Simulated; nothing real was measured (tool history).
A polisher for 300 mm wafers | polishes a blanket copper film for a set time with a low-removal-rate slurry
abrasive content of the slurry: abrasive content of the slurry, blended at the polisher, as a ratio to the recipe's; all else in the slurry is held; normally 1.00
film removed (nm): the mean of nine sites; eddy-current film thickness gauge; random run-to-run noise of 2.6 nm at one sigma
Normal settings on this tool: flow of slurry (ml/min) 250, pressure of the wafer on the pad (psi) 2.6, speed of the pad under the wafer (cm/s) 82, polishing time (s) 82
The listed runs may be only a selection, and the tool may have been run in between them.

| run | hour | flow of slurry (ml/min) | pressure of the wafer on the pad (psi) | speed of the pad under the wafer (cm/s) | abrasive content of the slurry | polishing time (s) | incoming thickness of the incoming film, nm | film removed (nm) |
|---|---|---|---|---|---|---|---|---|
| 1 | 0.0 | 250 | 2.6 | 82 | 1.20 | 82 | 726.0 | 171.7 |
| 2 | 99.1 | 250 | 2.6 | 82 | 1.20 | 82 | 741.9 | 166.2 |
|  | 127.0 | slurry blender recalibrated |
|  | 164.8 | worn pad replaced by a new one |
| 3 | 186.8 | 250 | 2.6 | 82 | 1.20 | 82 | 734.9 | 172.5 |
| 4 | 224.2 | 250 | 2.6 | 82 | 1.00 | 82 | 716.4 | 165.3 |
| 5 | 261.5 | 250 | 2.6 | 82 | 1.00 | 82 | 734.2 | 166.5 |
| 6 | 359.3 | 250 | 2.6 | 90 | 1.00 | 82 | 728.8 | 175.1 |
| 7 | 423.9 | 250 | 2.6 | 90 | 1.00 | 82 | 726.5 | 172.6 |
| 8 | 465.6 | 250 | 2.6 | 82 | 1.00 | 82 | 732.5 | 159.7 |
|  | 481.5 | slurry nozzle cleaned |
| 9 | 571.9 | 250 | 2.6 | 82 | 1.00 | 82 | 744.2 | 163.4 |
|  | 644.0 | slurry blender recalibrated |
|  | 663.0 | head pressure recalibrated |
| 10 | 678.6 | 250 | 2.6 | 82 | 1.00 | 82 | 719.3 | 161.3 |
|  | 717.7 | worn pad replaced by a new one |
| 11 | 718.2 | 250 | 2.6 | 82 | 1.00 | 82 | 728.7 | 176.0 |
| 12 | 777.4 | 250 | 2.6 | 82 | 1.00 | 82 | 740.3 | 163.3 |
| 13 | 818.6 | 290 | 2.6 | 98 | 1.00 | 82 | 728.6 | 194.5 |
| 14 | 921.4 | 250 | 2.1 | 82 | 1.00 | 82 | 730.2 | 141.9 |
| 15 | 1008.6 | 170 | 2.6 | 106 | 0.85 | 82 | 732.3 | 184.6 |
| 16 | 1081.3 | 185 | 2.3 | 102 | 1.00 | 72 | 724.1 | 147.6 |
|  | 1086.6 | slurry nozzle cleaned |
|  | 1133.0 | slurry blender recalibrated |
| 17 | 1172.7 | 200 | 2.6 | 82 | 0.70 | 82 | 730.6 | 149.9 |
| 18 | 1233.1 | 250 | 2.6 | 104 | 1.00 | 57 | 719.4 | 137.7 |
| 19 | 1279.6 | 250 | 2.6 | 74 | 1.00 | 82 | 743.8 | 153.5 |
| 20 | 1332.7 | 250 | 2.6 | 82 | 1.00 | 82 | 744.3 | 161.1 |
|  | 1339.6 | worn pad replaced by a new one |
| 21 | 1389.1 | 250 | 1.7 | 82 | 0.70 | 82 | 730.9 | 122.0 |
| 22 | 1481.3 | 250 | 2.6 | 100 | 1.00 | 82 | 729.2 | 192.2 |
| 23 | 1546.6 | 250 | 2.6 | 82 | 1.00 | 82 | 731.0 | 163.9 |
| 24 | 1625.6 | 335 | 2.6 | 82 | 1.00 | 65 | 722.0 | 133.2 |
|  | 1665.2 | slurry blender recalibrated |
|  | 1705.5 | slurry nozzle cleaned |
| 25 | 1706.0 | 250 | 3.3 | 82 | 0.80 | 82 | 721.1 | 179.9 |
| 26 | 1775.7 | 250 | 2.6 | 82 | 1.00 | 82 | 729.4 | 156.0 |
|  | 1989.2 | worn pad replaced by a new one |
| 27 | 2001.4 | 250 | 2.6 | 82 | 1.00 | 82 | 730.0 | 170.3 |
|  | 2100.7 | head pressure recalibrated |
|  | 2184.5 | slurry blender recalibrated |
| 28 | 2247.3 | 225 | 3.2 | 82 | 0.75 | 82 | 742.8 | 175.1 |
| 29 | 2289.1 | 250 | 2.6 | 82 | 1.00 | 104 | 738.8 | 205.9 |
| 30 | 2349.5 | 250 | 3.4 | 82 | 1.00 | 105 | 731.1 | 248.9 |

4 ways to go on from here, each from the tool as it stands after run 30. What would each give?
| A | 2350.0 | 250 | 2.0 | 82 | 1.00 | 82 | 721.7 | ? |
| B | 2350.0 | 250 | 2.9 | 70 | 1.00 | 82 | 721.7 | ? |
| C | 2350.0 | 170 | 3.5 | 62 | 1.00 | 70 | 721.7 | ? |
| D | 2350.0 | 170 | 2.0 | 82 | 0.80 | 65 | 721.7 | ? |

| run | film removed (nm) |
|---|---|
| A | 134.7 |
| B | 152.9 |
| C | 129.1 |
| D | 97.7 |
Without the tool's unlogged condition, the same runs would have read:
| run | film removed (nm) |
|---|---|
| A | 143.2 |
| B | 162.5 |
| C | 137.3 |
| D | 103.9 |
